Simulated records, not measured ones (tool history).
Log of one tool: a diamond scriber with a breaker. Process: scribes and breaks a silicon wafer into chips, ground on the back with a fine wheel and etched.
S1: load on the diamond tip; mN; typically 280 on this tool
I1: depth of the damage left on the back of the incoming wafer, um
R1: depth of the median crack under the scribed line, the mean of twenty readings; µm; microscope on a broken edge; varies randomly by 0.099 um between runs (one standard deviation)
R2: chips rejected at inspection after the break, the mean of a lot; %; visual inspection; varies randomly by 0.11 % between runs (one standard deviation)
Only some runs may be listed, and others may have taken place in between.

run    hour   S1    I1     R1    R2
  1     0.0  340  0.75  11.08  2.41
  2   100.7  280  0.46   9.44  1.74
      191.2  -- load on the tip recalibrated
  3   235.9  235  0.74   8.31  4.95
  4   343.3  235  0.74   8.21  5.66
  5   387.1  235  0.47   8.18  5.82
  6   443.5  280  0.46   9.15  2.76
  7   500.5  280  0.46   9.03  3.02
  8   559.6  280  0.32   8.76  3.44
      579.3  -- diamond tip replaced by a new one
  9   627.3  227  0.66   8.16  5.59
 10   726.1  251  0.66   8.73  3.28
      755.5  -- load on the tip recalibrated
 11   791.0  308  0.33  10.51  1.79
 12   864.1  345  0.67  11.29  2.93
 13   960.1  350  0.40  11.37  3.27
 14  1025.0  252  0.69   8.67  3.67
 15  1066.3  280  0.49   9.27  2.47
     1153.0  -- diamond tip replaced by a new one
 16  1171.8  203  0.34   7.43  9.78

3 ways to go on from here, each from the tool as it stands after run 16. What would each give?
  A  1172.4  280  0.33   ?   ?
  B  1172.4  220  0.33   ?   ?
  C  1172.4  357  0.33   ?   ?

run     R1    R2
  A   9.68  1.80
  B   8.02  7.00
  C  11.63  3.70
Without the tool's hidden state the same runs would have given:
run     R1    R2
  A  10.09  1.62
  B   8.36  5.27
  C  12.12  5.07
